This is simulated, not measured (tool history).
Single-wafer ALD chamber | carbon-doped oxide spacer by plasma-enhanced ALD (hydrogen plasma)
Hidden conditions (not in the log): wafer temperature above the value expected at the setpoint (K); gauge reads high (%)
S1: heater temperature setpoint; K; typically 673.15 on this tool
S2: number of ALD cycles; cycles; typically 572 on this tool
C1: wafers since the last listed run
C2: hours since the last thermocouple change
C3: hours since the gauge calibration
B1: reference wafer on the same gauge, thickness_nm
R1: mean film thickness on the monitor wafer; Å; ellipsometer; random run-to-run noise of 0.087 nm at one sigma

run 1 hour=0.0 | S1=673.15 S2=572 | C1=0 C2=144.2 C3=131.8 | B1=23.198 | R1=273.71
run 2 hour=62.2 | S1=673.15 S2=572 | C1=37 C2=206.4 C3=194.0 | B1=23.212 | R1=275.99
run 3 hour=98.4 | S1=673.15 S2=572 | C1=21 C2=242.6 C3=230.2 | B1=23.228 | R1=275.87
run 4 hour=167.6 | S1=673.15 S2=572 | C1=41 C2=311.8 C3=299.4 | B1=23.187 | R1=275.19
run 5 hour=223.9 | S1=673.15 S2=572 | C1=34 C2=368.1 C3=355.7 | B1=23.195 | R1=274.95
run 6 hour=259.2 | S1=673.15 S2=572 | C1=21 C2=403.4 C3=391.0 | B1=23.193 | R1=275.69
run 7 hour=307.0 | S1=673.15 S2=572 | C1=28 C2=451.2 C3=438.8 | B1=23.187 | R1=275.54
run 8 hour=351.3 | S1=673.15 S2=572 | C1=26 C2=495.5 C3=483.1 | B1=23.188 | R1=274.84
run 9 hour=395.4 | S1=673.15 S2=572 | C1=26 C2=539.6 C3=527.2 | B1=23.215 | R1=274.97
run 10 hour=448.0 | S1=673.15 S2=572 | C1=31 C2=592.2 C3=579.8 | B1=23.199 | R1=275.82
run 11 hour=514.9 | S1=673.15 S2=572 | C1=40 C2=659.1 C3=646.7 | B1=23.246 | R1=273.55
-- hour=551.3 gauge calibrated
run 12 hour=563.9 | S1=673.15 S2=658 | C1=29 C2=708.1 C3=12.6 | B1=23.207 | R1=315.40
run 13 hour=598.4 | S1=661.15 S2=572 | C1=20 C2=742.6 C3=47.1 | B1=23.177 | R1=275.15
run 14 hour=623.4 | S1=673.15 S2=572 | C1=15 C2=767.6 C3=72.1 | B1=23.169 | R1=275.05
run 15 hour=682.9 | S1=673.15 S2=487 | C1=35 C2=827.1 C3=131.6 | B1=23.204 | R1=233.99
run 16 hour=745.1 | S1=684.15 S2=472 | C1=37 C2=889.3 C3=193.8 | B1=23.201 | R1=219.26
run 17 hour=792.9 | S1=660.15 S2=621 | C1=28 C2=937.1 C3=241.6 | B1=23.206 | R1=298.37
run 18 hour=832.2 | S1=673.15 S2=572 | C1=23 C2=976.4 C3=280.9 | B1=23.182 | R1=276.13
run 19 hour=863.8 | S1=659.15 S2=654 | C1=19 C2=1008.0 C3=312.5 | B1=23.202 | R1=314.98
run 20 hour=924.3 | S1=665.15 S2=605 | C1=36 C2=1068.5 C3=373.0 | B1=23.200 | R1=290.15
-- hour=974.8 thermocouple changed; heater temperature recalibrated
run 21 hour=994.3 | S1=660.15 S2=621 | C1=37 C2=19.5 C3=443.0 | B1=23.216 | R1=298.75
run 22 hour=1037.9 | S1=679.15 S2=671 | C1=26 C2=63.1 C3=486.6 | B1=23.197 | R1=315.68
run 23 hour=1096.2 | S1=673.15 S2=615 | C1=35 C2=121.4 C3=544.9 | B1=23.192 | R1=296.77
run 24 hour=1128.3 | S1=684.15 S2=468 | C1=19 C2=153.5 C3=577.0 | B1=23.204 | R1=217.11
run 25 hour=1181.5 | S1=673.15 S2=487 | C1=32 C2=206.7 C3=630.2 | B1=23.211 | R1=234.54
run 26 hour=1244.9 | S1=683.15 S2=614 | C1=38 C2=270.1 C3=693.6 | B1=23.222 | R1=287.57
run 27 hour=1284.4 | S1=660.15 S2=621 | C1=23 C2=309.6 C3=733.1 | B1=23.205 | R1=298.60
-- hour=1319.0 gauge calibrated
run 28 hour=1342.3 | S1=667.15 S2=572 | C1=35 C2=367.5 C3=23.3 | B1=23.207 | R1=274.50

What if the next run were any one of these 4? Each begins from the tool's condition after run 28:
run A hour=1343.6 | S1=673.15 S2=661 | C1=0 C2=368.8 C3=24.6 | B1=? | R1=?
run B hour=1343.6 | S1=680.15 S2=641 | C1=0 C2=368.8 C3=24.6 | B1=? | R1=?
run C hour=1343.6 | S1=680.15 S2=572 | C1=0 C2=368.8 C3=24.6 | B1=? | R1=?
run D hour=1343.6 | S1=681.15 S2=572 | C1=0 C2=368.8 C3=24.6 | B1=? | R1=?

run=A B1=23.187 R1=318.36
run=B B1=23.187 R1=302.18
run=C B1=23.187 R1=269.66
run=D B1=23.187 R1=268.82
Stripped of hidden state, with their random variation kept, the same runs would have yielded:
run=A R1=318.36
run=B R1=302.18
run=C R1=269.66
run=D R1=268.82
